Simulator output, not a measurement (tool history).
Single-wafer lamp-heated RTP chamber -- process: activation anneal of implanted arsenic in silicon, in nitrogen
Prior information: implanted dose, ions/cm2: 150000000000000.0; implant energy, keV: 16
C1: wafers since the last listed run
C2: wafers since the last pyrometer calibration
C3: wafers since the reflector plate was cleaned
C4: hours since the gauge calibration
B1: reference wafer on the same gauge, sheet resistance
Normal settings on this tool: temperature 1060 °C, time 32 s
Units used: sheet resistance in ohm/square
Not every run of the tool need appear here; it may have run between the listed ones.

Run 1, hour 0.0: usual settings; C1 0; C2 3702; C3 8705; C4 90.3; B1 578.10. Result: sheet resistance 480.63 ohm/square.
Run 2, hour 19.6: usual settings; C1 196; C2 3899; C3 8901; C4 109.9; B1 577.39. Result: sheet resistance 481.37 ohm/square.
Run 3, hour 54.1: usual settings; C1 345; C2 4244; C3 9247; C4 144.4; B1 578.01. Result: sheet resistance 481.86 ohm/square.
Run 4, hour 88.1: usual settings; C1 340; C2 4585; C3 9587; C4 178.4; B1 577.80. Result: sheet resistance 481.17 ohm/square.
Run 5, hour 104.4: usual settings but time 46 s; C1 163; C2 4748; C3 9750; C4 194.7; B1 578.25. Result: sheet resistance 473.93 ohm/square.
Run 6, hour 126.9: usual settings but time 46 s; C1 225; C2 4973; C3 9976; C4 217.2; B1 577.76. Result: sheet resistance 472.99 ohm/square.
At hour 161.6: pyrometer window cleaned and pyrometer calibrated.
Run 7, hour 162.1: usual settings but temperature 1039 °C, time 18 s; C1 272; C2 5; C3 10248; C4 252.4; B1 577.72. Result: sheet resistance 490.87 ohm/square.
At hour 162.1: gauge calibrated.
Run 8, hour 166.6: usual settings but time 42 s; C1 45; C2 50; C3 10293; C4 4.5; B1 578.43. Result: sheet resistance 472.86 ohm/square.
Run 9, hour 183.9: usual settings but time 42 s; C1 173; C2 223; C3 10466; C4 21.8; B1 577.79. Result: sheet resistance 473.46 ohm/square.
Run 10, hour 196.6: usual settings but time 42 s; C1 127; C2 350; C3 10593; C4 34.5; B1 578.18. Result: sheet resistance 472.06 ohm/square.
At hour 223.0: reflector plate cleaned.
Run 11, hour 223.5: usual settings; C1 189; C2 539; C3 4; C4 61.4; B1 578.14. Result: sheet resistance 476.98 ohm/square.
Run 12, hour 242.2: usual settings but temperature 1039 °C, time 18 s; C1 187; C2 727; C3 192; C4 80.1; B1 577.72. Result: sheet resistance 489.93 ohm/square.
At hour 260.8: pyrometer window cleaned and pyrometer calibrated, repeated, since the last time left the tool worse.
Run 13, hour 261.3: usual settings but time 21 s; C1 111; C2 5; C3 303; C4 99.2; B1 577.78. Result: sheet resistance 487.71 ohm/square.
Run 14, hour 267.0: usual settings but temperature 1044 °C, time 40 s; C1 57; C2 62; C3 360; C4 104.9; B1 577.72. Result: sheet resistance 485.37 ohm/square.
Run 15, hour 300.3: usual settings but temperature 1049 °C; C1 333; C2 395; C3 693; C4 138.2; B1 578.07. Result: sheet resistance 486.23 ohm/square.
Run 16, hour 336.2: usual settings but temperature 1047 °C, time 43 s; C1 359; C2 755; C3 1053; C4 174.1; B1 578.14. Result: sheet resistance 481.77 ohm/square.
Run 17, hour 358.2: usual settings but temperature 1069 °C, time 39 s; C1 220; C2 975; C3 1273; C4 196.1; B1 577.95. Result: sheet resistance 474.46 ohm/square.
Run 18, hour 382.2: usual settings; C1 240; C2 1215; C3 1513; C4 220.1; B1 578.15. Result: sheet resistance 481.46 ohm/square.
Run 19, hour 408.1: usual settings but time 25 s; C1 259; C2 1475; C3 1773; C4 246.0; B1 578.18. Result: sheet resistance 486.02 ohm/square.
At hour 420.1: gauge calibrated.
Run 20, hour 431.7: usual settings but temperature 1087 °C; C1 236; C2 1711; C3 2009; C4 11.6; B1 577.90. Result: sheet resistance 470.62 ohm/square.
Run 21, hour 444.4: usual settings but temperature 1088 °C; C1 127; C2 1838; C3 2136; C4 24.3; B1 577.93. Result: sheet resistance 468.71 ohm/square.
Run 22, hour 463.2: usual settings but time 44 s; C1 188; C2 2026; C3 2324; C4 43.1; B1 578.15. Result: sheet resistance 476.26 ohm/square.
Run 23, hour 491.2: usual settings but temperature 1081 °C, time 16 s; C1 280; C2 2307; C3 2605; C4 71.1; B1 578.25. Result: sheet resistance 485.24 ohm/square.

Exercise: give the hidden state of the tool at every run:
wafer temperature error from the tarnished reflector plate, K: 0 across all the runs
gauge reads high (%): 0 across all the runs
H1: true wafer temperature minus pyrometer reading, K
run     H1
  1   6.27
  2   6.35
  3   6.46
  4   6.56
  5   6.59
  6   6.64
  7   12.6
  8   12.7
  9   13.4
 10   13.8
 11   14.7
 12   15.2
 13  0.128
 14   0.36
 15   1.56
 16    2.6
 17   3.14
 18   3.64
 19   4.11
 20   4.48
 21   4.65
 22   4.89
 23   5.19
